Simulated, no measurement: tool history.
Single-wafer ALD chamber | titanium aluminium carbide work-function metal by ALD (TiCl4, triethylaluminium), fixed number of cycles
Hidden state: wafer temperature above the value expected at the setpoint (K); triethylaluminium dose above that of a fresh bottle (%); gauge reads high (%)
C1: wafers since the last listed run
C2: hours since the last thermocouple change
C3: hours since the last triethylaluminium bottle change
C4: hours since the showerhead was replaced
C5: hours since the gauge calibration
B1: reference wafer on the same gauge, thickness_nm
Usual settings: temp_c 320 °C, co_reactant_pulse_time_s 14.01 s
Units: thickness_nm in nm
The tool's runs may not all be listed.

run 1 day=0.000 | temp_c=312 co_reactant_pulse_time_s=12.72 | C1=0 C2=1402.3 C3=228.0 C4=4708.9 C5=327.3 | B1=2.340 | thickness_nm=2.376
run 2 day=0.546 | temp_c=320 co_reactant_pulse_time_s=14.01 | C1=105 C2=1415.4 C3=241.1 C4=4722.0 C5=340.4 | B1=2.340 | thickness_nm=2.476
run 3 day=1.229 | temp_c=320 co_reactant_pulse_time_s=14.01 | C1=131 C2=1431.8 C3=257.5 C4=4738.4 C5=356.8 | B1=2.340 | thickness_nm=2.476
run 4 day=1.975 | temp_c=320 co_reactant_pulse_time_s=14.01 | C1=143 C2=1449.7 C3=275.4 C4=4756.3 C5=374.7 | B1=2.340 | thickness_nm=2.464
run 5 day=2.229 | temp_c=320 co_reactant_pulse_time_s=14.01 | C1=49 C2=1455.8 C3=281.5 C4=4762.4 C5=380.8 | B1=2.344 | thickness_nm=2.478
run 6 day=2.508 | temp_c=320 co_reactant_pulse_time_s=14.01 | C1=53 C2=1462.5 C3=288.2 C4=4769.1 C5=387.5 | B1=2.340 | thickness_nm=2.478
run 7 day=3.138 | temp_c=320 co_reactant_pulse_time_s=11.91 | C1=121 C2=1477.6 C3=303.3 C4=4784.2 C5=402.6 | B1=2.341 | thickness_nm=2.393
run 8 day=3.875 | temp_c=320 co_reactant_pulse_time_s=11.91 | C1=142 C2=1495.3 C3=321.0 C4=4801.9 C5=420.3 | B1=2.338 | thickness_nm=2.399
run 9 day=4.550 | temp_c=323 co_reactant_pulse_time_s=14.01 | C1=130 C2=1511.5 C3=337.2 C4=4818.1 C5=436.5 | B1=2.340 | thickness_nm=2.501
run 10 day=5.779 | temp_c=320 co_reactant_pulse_time_s=14.01 | C1=237 C2=1541.0 C3=366.7 C4=4847.6 C5=466.0 | B1=2.337 | thickness_nm=2.459
run 11 day=6.188 | temp_c=320 co_reactant_pulse_time_s=14.01 | C1=78 C2=1550.8 C3=376.5 C4=4857.4 C5=475.8 | B1=2.336 | thickness_nm=2.469
run 12 day=6.825 | temp_c=320 co_reactant_pulse_time_s=14.01 | C1=123 C2=1566.1 C3=391.8 C4=4872.7 C5=491.1 | B1=2.341 | thickness_nm=2.472
run 13 day=7.517 | temp_c=311 co_reactant_pulse_time_s=14.01 | C1=133 C2=1582.7 C3=408.4 C4=4889.3 C5=507.7 | B1=2.337 | thickness_nm=2.396
-- day=7.738 gauge calibrated
run 14 day=8.512 | temp_c=320 co_reactant_pulse_time_s=18.22 | C1=192 C2=1606.6 C3=432.3 C4=4913.2 C5=18.6 | B1=2.338 | thickness_nm=2.516
-- day=8.908 showerhead replaced
run 15 day=9.538 | temp_c=320 co_reactant_pulse_time_s=14.01 | C1=133 C2=1631.2 C3=456.9 C4=15.1 C5=43.2 | B1=2.340 | thickness_nm=2.469
run 16 day=9.788 | temp_c=314 co_reactant_pulse_time_s=12.45 | C1=48 C2=1637.2 C3=462.9 C4=21.1 C5=49.2 | B1=2.342 | thickness_nm=2.362
run 17 day=10.454 | temp_c=315 co_reactant_pulse_time_s=16.14 | C1=128 C2=1653.2 C3=478.9 C4=37.1 C5=65.2 | B1=2.336 | thickness_nm=2.456
-- day=11.050 thermocouple changed; heater temperature recalibrated
run 18 day=11.067 | temp_c=320 co_reactant_pulse_time_s=14.01 | C1=53 C2=0.4 C3=493.6 C4=51.8 C5=79.9 | B1=2.340 | thickness_nm=2.454
run 19 day=11.525 | temp_c=320 co_reactant_pulse_time_s=14.01 | C1=88 C2=11.4 C3=504.6 C4=62.8 C5=90.9 | B1=2.343 | thickness_nm=2.460
run 20 day=11.796 | temp_c=324 co_reactant_pulse_time_s=12.49 | C1=52 C2=17.9 C3=511.1 C4=69.3 C5=97.4 | B1=2.340 | thickness_nm=2.440
run 21 day=12.392 | temp_c=327 co_reactant_pulse_time_s=19.16 | C1=115 C2=32.2 C3=525.4 C4=83.6 C5=111.7 | B1=2.342 | thickness_nm=2.579
run 22 day=13.117 | temp_c=333 co_reactant_pulse_time_s=12.04 | C1=139 C2=49.6 C3=542.8 C4=101.0 C5=129.1 | B1=2.337 | thickness_nm=2.492
run 23 day=13.404 | temp_c=320 co_reactant_pulse_time_s=9.28 | C1=55 C2=56.5 C3=549.7 C4=107.9 C5=136.0 | B1=2.341 | thickness_nm=2.163

Run 24 comes next. What will it give?
-- day=13.996 triethylaluminium bottle replaced
run 24 day=14.088 | temp_c=310 co_reactant_pulse_time_s=17.48 | C1=67 C2=72.9 C3=2.2 C4=124.3 C5=152.4 | B1=? | thickness_nm=?

B1: 2.338
thickness_nm: 2.433 nm
Without the tool's hidden state the same run would have given thickness_nm 2.434 nm.
